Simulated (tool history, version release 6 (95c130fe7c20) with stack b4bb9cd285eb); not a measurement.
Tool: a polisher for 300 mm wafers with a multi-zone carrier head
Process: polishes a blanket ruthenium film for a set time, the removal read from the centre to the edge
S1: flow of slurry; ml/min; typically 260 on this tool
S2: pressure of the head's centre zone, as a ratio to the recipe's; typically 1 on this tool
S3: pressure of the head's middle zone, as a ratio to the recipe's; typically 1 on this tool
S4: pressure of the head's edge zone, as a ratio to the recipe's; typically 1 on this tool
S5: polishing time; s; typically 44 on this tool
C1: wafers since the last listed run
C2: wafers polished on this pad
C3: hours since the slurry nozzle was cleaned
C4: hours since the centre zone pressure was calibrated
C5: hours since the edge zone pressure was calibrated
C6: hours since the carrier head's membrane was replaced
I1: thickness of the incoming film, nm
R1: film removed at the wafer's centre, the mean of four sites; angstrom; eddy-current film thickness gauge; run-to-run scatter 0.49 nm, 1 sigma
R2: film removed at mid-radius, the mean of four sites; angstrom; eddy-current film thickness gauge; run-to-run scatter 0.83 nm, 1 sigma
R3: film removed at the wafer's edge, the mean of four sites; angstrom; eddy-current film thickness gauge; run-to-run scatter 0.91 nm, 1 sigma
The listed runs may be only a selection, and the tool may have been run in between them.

run 1 hour=0 | S1=260 S2=1 S3=1 S4=1 S5=44 | C1=0 C2=827 C3=590 C4=616.6 C5=354.6 C6=528.9 | I1=266.2 | R1=594 R2=604 R3=625
run 2 hour=27 | S1=315 S2=1 S3=1 S4=1 S5=44 | C1=263 C2=1091 C3=617 C4=643.6 C5=381.6 C6=555.9 | I1=268.7 | R1=616 R2=623 R3=654
-- hour=38.6 worn pad replaced by a new one
run 3 hour=45.5 | S1=315 S2=1 S3=1 S4=1 S5=44 | C1=141 C2=67 C3=635.5 C4=662.1 C5=400.1 C6=574.4 | I1=266 | R1=610 R2=619 R3=648
run 4 hour=58.2 | S1=315 S2=1 S3=1 S4=1 S5=44 | C1=124 C2=191 C3=648.2 C4=674.8 C5=412.8 C6=587.1 | I1=272.4 | R1=613 R2=625 R3=651
run 5 hour=81.9 | S1=260 S2=1 S3=1 S4=1 S5=44 | C1=231 C2=423 C3=671.9 C4=698.5 C5=436.5 C6=610.8 | I1=271.9 | R1=595 R2=600 R3=642
-- hour=182.2 worn pad replaced by a new one
run 6 hour=182.7 | S1=260 S2=1 S3=1 S4=1 S5=44 | C1=946 C2=5 C3=772.7 C4=799.3 C5=537.3 C6=711.6 | I1=272.2 | R1=586 R2=594 R3=621
run 7 hour=194.3 | S1=260 S2=1 S3=1 S4=1 S5=44 | C1=113 C2=118 C3=784.3 C4=810.9 C5=548.9 C6=723.2 | I1=268.5 | R1=598 R2=615 R3=618
run 8 hour=224.7 | S1=260 S2=1 S3=1 S4=1 S5=44 | C1=297 C2=415 C3=814.7 C4=841.3 C5=579.3 C6=753.6 | I1=269.5 | R1=587 R2=590 R3=639
run 9 hour=244.6 | S1=260 S2=1 S3=1 S4=1 S5=44 | C1=194 C2=610 C3=834.6 C4=861.2 C5=599.2 C6=773.5 | I1=269.2 | R1=586 R2=607 R3=607
run 10 hour=257.1 | S1=180 S2=1 S3=1 S4=1.04 S5=44 | C1=122 C2=732 C3=847.1 C4=873.7 C5=611.7 C6=786 | I1=271.3 | R1=560 R2=570 R3=624
run 11 hour=286.8 | S1=260 S2=1 S3=1 S4=1 S5=39 | C1=290 C2=1022 C3=876.8 C4=903.4 C5=641.4 C6=815.7 | I1=268.5 | R1=524 R2=530 R3=543
-- hour=298.2 centre zone pressure recalibrated
-- hour=310 worn pad replaced by a new one
-- hour=312.3 edge zone pressure recalibrated
run 12 hour=313.4 | S1=305 S2=1 S3=1.05 S4=1.04 S5=54 | C1=181 C2=13 C3=903.4 C4=15.2 C5=1.1 C6=842.3 | I1=267.5 | R1=745 R2=768 R3=764
run 13 hour=340.5 | S1=260 S2=1.07 S3=1.1 S4=1.05 S5=44 | C1=264 C2=278 C3=930.5 C4=42.3 C5=28.2 C6=869.4 | I1=266.5 | R1=623 R2=650 R3=642
-- hour=362.1 carrier head's membrane replaced by a new one
run 14 hour=369.2 | S1=300 S2=0.93 S3=1.1 S4=0.92 S5=44 | C1=231 C2=510 C3=959.2 C4=71 C5=56.9 C6=7.1 | I1=268.2 | R1=560 R2=647 R3=617
-- hour=376.7 slurry nozzle cleaned
run 15 hour=404.9 | S1=260 S2=1 S3=1 S4=1 S5=44 | C1=339 C2=849 C3=28.2 C4=106.7 C5=92.6 C6=42.8 | I1=269.5 | R1=621 R2=623 R3=632
-- hour=463.6 worn pad replaced by a new one
run 16 hour=464.1 | S1=260 S2=1 S3=1 S4=1 S5=44 | C1=539 C2=4 C3=87.4 C4=165.9 C5=151.8 C6=102 | I1=267.4 | R1=615 R2=616 R3=641
run 17 hour=509.7 | S1=260 S2=1.08 S3=1.05 S4=0.96 S5=44 | C1=445 C2=450 C3=133 C4=211.5 C5=197.4 C6=147.6 | I1=267 | R1=659 R2=644 R3=636
run 18 hour=534.4 | S1=260 S2=1 S3=1 S4=0.9 S5=44 | C1=241 C2=691 C3=157.7 C4=236.2 C5=222.1 C6=172.3 | I1=271.5 | R1=614 R2=622 R3=619

What was the tool's hidden state at every run in the log?
removal rate lost through wear of the pad, %: 0 across all the runs
deviation of the centre zone's pressure from its setpoint, %: 0 across all the runs
deviation of the edge zone's pressure from its setpoint, %: 0 across all the runs
H1: slurry flow missing at the pad, %
run=1 H1=32.3
run=2 H1=33.5
run=3 H1=34.4
run=4 H1=34.9
run=5 H1=36
run=6 H1=40.5
run=7 H1=41
run=8 H1=42.4
run=9 H1=43.3
run=10 H1=43.8
run=11 H1=45.2
run=12 H1=46.4
run=13 H1=47.6
run=14 H1=48.9
run=15 H1=2.58
run=16 H1=5.23
run=17 H1=7.27
run=18 H1=8.38

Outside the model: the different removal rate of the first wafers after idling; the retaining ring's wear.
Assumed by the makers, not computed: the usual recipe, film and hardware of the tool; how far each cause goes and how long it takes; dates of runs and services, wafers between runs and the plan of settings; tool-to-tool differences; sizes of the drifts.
